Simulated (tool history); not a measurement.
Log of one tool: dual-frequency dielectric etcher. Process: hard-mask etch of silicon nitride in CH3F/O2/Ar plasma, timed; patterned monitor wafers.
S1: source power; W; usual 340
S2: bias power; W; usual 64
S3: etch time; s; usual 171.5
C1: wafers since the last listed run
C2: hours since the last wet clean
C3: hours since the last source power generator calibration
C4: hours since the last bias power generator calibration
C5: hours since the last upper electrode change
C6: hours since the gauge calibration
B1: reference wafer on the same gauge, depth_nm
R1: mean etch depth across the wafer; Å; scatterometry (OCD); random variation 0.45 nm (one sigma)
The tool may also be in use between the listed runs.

{"run": 1, "day": 0.0, "S1": 340, "S2": 64, "S3": 171.5, "C1": 0, "C2": 0.5, "C3": 3008.9, "C4": 1869.1, "C5": 3935.1, "C6": 1129.8, "B1": 88, "R1": 1035}
{"run": 2, "day": 2.138, "S1": 340, "S2": 64, "S3": 171.5, "C1": 277, "C2": 51.8, "C3": 3060.2, "C4": 1920.4, "C5": 3986.4, "C6": 1181.1, "B1": 88, "R1": 1047}
{"run": 3, "day": 3.904, "S1": 340, "S2": 53, "S3": 202.5, "C1": 229, "C2": 94.2, "C3": 3102.6, "C4": 1962.8, "C5": 4028.8, "C6": 1223.5, "B1": 87.8, "R1": 1140}
{"run": 4, "day": 5.033, "S1": 340, "S2": 53, "S3": 202.5, "C1": 146, "C2": 121.3, "C3": 3129.7, "C4": 1989.9, "C5": 4055.9, "C6": 1250.6, "B1": 88.1, "R1": 1142}
{"run": 5, "day": 7.046, "S1": 340, "S2": 53, "S3": 202.5, "C1": 260, "C2": 169.6, "C3": 3178, "C4": 2038.2, "C5": 4104.2, "C6": 1298.9, "B1": 88, "R1": 1148}
{"run": 6, "day": 8.108, "S1": 340, "S2": 64, "S3": 171.5, "C1": 137, "C2": 195.1, "C3": 3203.5, "C4": 2063.7, "C5": 4129.7, "C6": 1324.4, "B1": 88, "R1": 1040}
{"day": 10.267, "done": "bias power generator calibrated"}
{"run": 7, "day": 10.696, "S1": 340, "S2": 56, "S3": 171.5, "C1": 313, "C2": 257.2, "C3": 3265.6, "C4": 10.3, "C5": 4191.8, "C6": 1386.5, "B1": 87.9, "R1": 1008}
{"run": 8, "day": 12.571, "S1": 340, "S2": 64, "S3": 171.5, "C1": 243, "C2": 302.2, "C3": 3310.6, "C4": 55.3, "C5": 4236.8, "C6": 1431.5, "B1": 88.1, "R1": 1057}
{"day": 14.233, "done": "upper electrode replaced"}
{"run": 9, "day": 14.254, "S1": 340, "S2": 64, "S3": 171.5, "C1": 88, "C2": 342.6, "C3": 3351, "C4": 95.7, "C5": 0.5, "C6": 1471.9, "B1": 87.9, "R1": 1070}
{"run": 10, "day": 15.062, "S1": 340, "S2": 64, "S3": 171.5, "C1": 104, "C2": 362, "C3": 3370.4, "C4": 115.1, "C5": 19.9, "C6": 1491.3, "B1": 87.9, "R1": 1063}
{"run": 11, "day": 16.633, "S1": 340, "S2": 64, "S3": 171.5, "C1": 203, "C2": 399.7, "C3": 3408.1, "C4": 152.8, "C5": 57.6, "C6": 1529, "B1": 88, "R1": 1052}
{"day": 16.762, "done": "gauge calibrated"}
{"run": 12, "day": 19.529, "S1": 340, "S2": 64, "S3": 171.5, "C1": 375, "C2": 469.2, "C3": 3477.6, "C4": 222.3, "C5": 127.1, "C6": 66.4, "B1": 88, "R1": 1059}
{"run": 13, "day": 21.433, "S1": 340, "S2": 64, "S3": 171.5, "C1": 246, "C2": 514.9, "C3": 3523.3, "C4": 268, "C5": 172.8, "C6": 112.1, "B1": 88.1, "R1": 1062}
{"day": 23.488, "done": "wet clean of the chamber"}
{"run": 14, "day": 23.754, "S1": 340, "S2": 64, "S3": 171.5, "C1": 171, "C2": 6.4, "C3": 3579, "C4": 323.7, "C5": 228.5, "C6": 167.8, "B1": 88, "R1": 1058}
{"run": 15, "day": 25.512, "S1": 340, "S2": 64, "S3": 171.5, "C1": 227, "C2": 48.6, "C3": 3621.2, "C4": 365.9, "C5": 270.7, "C6": 210, "B1": 88, "R1": 1052}
{"day": 25.871, "done": "source power generator calibrated"}
{"run": 16, "day": 26.717, "S1": 310, "S2": 52, "S3": 196.5, "C1": 134, "C2": 77.5, "C3": 20.3, "C4": 394.8, "C5": 299.6, "C6": 238.9, "B1": 88, "R1": 1059}
{"run": 17, "day": 27.846, "S1": 370, "S2": 68, "S3": 196, "C1": 146, "C2": 104.6, "C3": 47.4, "C4": 421.9, "C5": 326.7, "C6": 266, "B1": 88, "R1": 1294}
{"run": 18, "day": 29.767, "S1": 340, "S2": 64, "S3": 145.5, "C1": 249, "C2": 150.7, "C3": 93.5, "C4": 468, "C5": 372.8, "C6": 312.1, "B1": 87.9, "R1": 897}
{"run": 19, "day": 31.133, "S1": 340, "S2": 57, "S3": 194, "C1": 177, "C2": 183.5, "C3": 126.3, "C4": 500.8, "C5": 405.6, "C6": 344.9, "B1": 88, "R1": 1130}
{"run": 20, "day": 32.5, "S1": 290, "S2": 51, "S3": 131.5, "C1": 177, "C2": 216.3, "C3": 159.1, "C4": 533.6, "C5": 438.4, "C6": 377.7, "B1": 87.8, "R1": 676}
{"run": 21, "day": 35.342, "S1": 410, "S2": 73, "S3": 215, "C1": 368, "C2": 284.5, "C3": 227.3, "C4": 601.8, "C5": 506.6, "C6": 445.9, "B1": 87.8, "R1": 1520}
{"run": 22, "day": 37.933, "S1": 340, "S2": 64, "S3": 171.5, "C1": 336, "C2": 346.7, "C3": 289.5, "C4": 664, "C5": 568.8, "C6": 508.1, "B1": 88, "R1": 1051}
{"run": 23, "day": 40.254, "S1": 300, "S2": 64, "S3": 171.5, "C1": 300, "C2": 402.4, "C3": 345.2, "C4": 719.7, "C5": 624.5, "C6": 563.8, "B1": 88, "R1": 984}
{"run": 24, "day": 41.388, "S1": 390, "S2": 64, "S3": 152.5, "C1": 146, "C2": 429.6, "C3": 372.4, "C4": 746.9, "C5": 651.7, "C6": 591, "B1": 88.1, "R1": 997}
{"run": 25, "day": 43.279, "S1": 340, "S2": 64, "S3": 171.5, "C1": 245, "C2": 475, "C3": 417.8, "C4": 792.3, "C5": 697.1, "C6": 636.4, "B1": 87.8, "R1": 1054}
{"run": 26, "day": 44.508, "S1": 400, "S2": 64, "S3": 171.5, "C1": 159, "C2": 504.5, "C3": 447.3, "C4": 821.8, "C5": 726.6, "C6": 665.9, "B1": 87.9, "R1": 1130}
{"run": 27, "day": 46.258, "S1": 390, "S2": 64, "S3": 152.5, "C1": 226, "C2": 546.5, "C3": 489.3, "C4": 863.8, "C5": 768.6, "C6": 707.9, "B1": 88.1, "R1": 991}
{"run": 28, "day": 47.317, "S1": 410, "S2": 50, "S3": 190.5, "C1": 137, "C2": 571.9, "C3": 514.7, "C4": 889.2, "C5": 794, "C6": 733.3, "B1": 87.9, "R1": 1155}
{"day": 49.225, "done": "wet clean of the chamber"}
{"run": 29, "day": 50.117, "S1": 310, "S2": 64, "S3": 171.5, "C1": 233, "C2": 21.4, "C3": 581.9, "C4": 956.4, "C5": 861.2, "C6": 800.5, "B1": 87.9, "R1": 993}
{"run": 30, "day": 51.792, "S1": 410, "S2": 50, "S3": 144, "C1": 217, "C2": 61.6, "C3": 622.1, "C4": 996.6, "C5": 901.4, "C6": 840.7, "B1": 87.8, "R1": 873}

The tool's hidden state at each run:
etch rate over this chamber's usual, %: 0 in every run
source power that arrives over what is set, %: 0 in every run
gauge reads high (%): 0 in every run
H1: bias power that arrives over what is set, %
run=1 H1=-5.37
run=2 H1=-5.4
run=3 H1=-5.42
run=4 H1=-5.43
run=5 H1=-5.46
run=6 H1=-5.47
run=7 H1=-1.18
run=8 H1=-1.49
run=9 H1=-1.76
run=10 H1=-1.88
run=11 H1=-2.11
run=12 H1=-2.51
run=13 H1=-2.75
run=14 H1=-3.02
run=15 H1=-3.21
run=16 H1=-3.34
run=17 H1=-3.45
run=18 H1=-3.63
run=19 H1=-3.75
run=20 H1=-3.87
run=21 H1=-4.1
run=22 H1=-4.29
run=23 H1=-4.44
run=24 H1=-4.51
run=25 H1=-4.63
run=26 H1=-4.7
run=27 H1=-4.79
run=28 H1=-4.85
run=29 H1=-4.98
run=30 H1=-5.06
